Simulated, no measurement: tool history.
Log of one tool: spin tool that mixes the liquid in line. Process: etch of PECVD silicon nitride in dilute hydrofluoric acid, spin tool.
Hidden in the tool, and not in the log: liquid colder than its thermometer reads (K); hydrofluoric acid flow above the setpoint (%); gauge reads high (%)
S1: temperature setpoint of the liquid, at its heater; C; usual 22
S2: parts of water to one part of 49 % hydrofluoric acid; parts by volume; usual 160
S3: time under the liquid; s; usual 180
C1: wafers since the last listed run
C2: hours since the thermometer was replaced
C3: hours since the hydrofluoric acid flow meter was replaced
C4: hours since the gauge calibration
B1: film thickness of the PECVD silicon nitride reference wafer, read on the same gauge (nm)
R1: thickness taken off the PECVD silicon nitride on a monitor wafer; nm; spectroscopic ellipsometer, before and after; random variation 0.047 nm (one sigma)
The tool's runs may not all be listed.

run 1 hour=0 | S1=22 S2=160 S3=180 | C1=0 C2=1950.4 C3=1227.6 C4=289.6 | B1=100 | R1=5.55
run 2 hour=14.7 | S1=22 S2=160 S3=180 | C1=120 C2=1965.1 C3=1242.3 C4=304.3 | B1=100.02 | R1=5.37
run 3 hour=39.3 | S1=22 S2=160 S3=180 | C1=201 C2=1989.7 C3=1266.9 C4=328.9 | B1=100.01 | R1=5.4
run 4 hour=64.4 | S1=22 S2=160 S3=205 | C1=205 C2=2014.8 C3=1292 C4=354 | B1=100.03 | R1=6.2
run 5 hour=96.5 | S1=22 S2=160 S3=180 | C1=262 C2=2046.9 C3=1324.1 C4=386.1 | B1=100.05 | R1=5.57
run 6 hour=129.8 | S1=22 S2=160 S3=180 | C1=272 C2=2080.2 C3=1357.4 C4=419.4 | B1=100.01 | R1=5.36
run 7 hour=163.3 | S1=22 S2=160 S3=180 | C1=273 C2=2113.7 C3=1390.9 C4=452.9 | B1=100.02 | R1=5.51
run 8 hour=184.3 | S1=22 S2=160 S3=180 | C1=171 C2=2134.7 C3=1411.9 C4=473.9 | B1=100.01 | R1=5.47
run 9 hour=210.7 | S1=22 S2=160 S3=180 | C1=215 C2=2161.1 C3=1438.3 C4=500.3 | B1=100 | R1=5.45
run 10 hour=243.8 | S1=22 S2=160 S3=180 | C1=270 C2=2194.2 C3=1471.4 C4=533.4 | B1=100.01 | R1=5.47
run 11 hour=277.4 | S1=22 S2=160 S3=180 | C1=274 C2=2227.8 C3=1505 C4=567 | B1=99.95 | R1=5.51
run 12 hour=295.5 | S1=22 S2=160 S3=180 | C1=148 C2=2245.9 C3=1523.1 C4=585.1 | B1=99.99 | R1=5.49
run 13 hour=324.5 | S1=22 S2=160 S3=180 | C1=237 C2=2274.9 C3=1552.1 C4=614.1 | B1=99.98 | R1=5.53
run 14 hour=346.4 | S1=22 S2=160 S3=180 | C1=179 C2=2296.8 C3=1574 C4=636 | B1=100.01 | R1=5.5
run 15 hour=381.8 | S1=22 S2=160 S3=180 | C1=289 C2=2332.2 C3=1609.4 C4=671.4 | B1=100.03 | R1=5.44
-- hour=400.2 hydrofluoric acid flow meter replaced
run 16 hour=415.8 | S1=22 S2=160 S3=180 | C1=269 C2=2366.2 C3=15.6 C4=705.4 | B1=99.97 | R1=5.69

Forecast run 17:
run 17 hour=431 | S1=17.5 S2=85 S3=180 | C1=124 C2=2381.4 C3=30.8 C4=720.6 | B1=? | R1=?

Run 17 gave B1 99.99, R1 8.07 nm.
Without the tool's hidden state the same run would have given R1 7.04 nm.
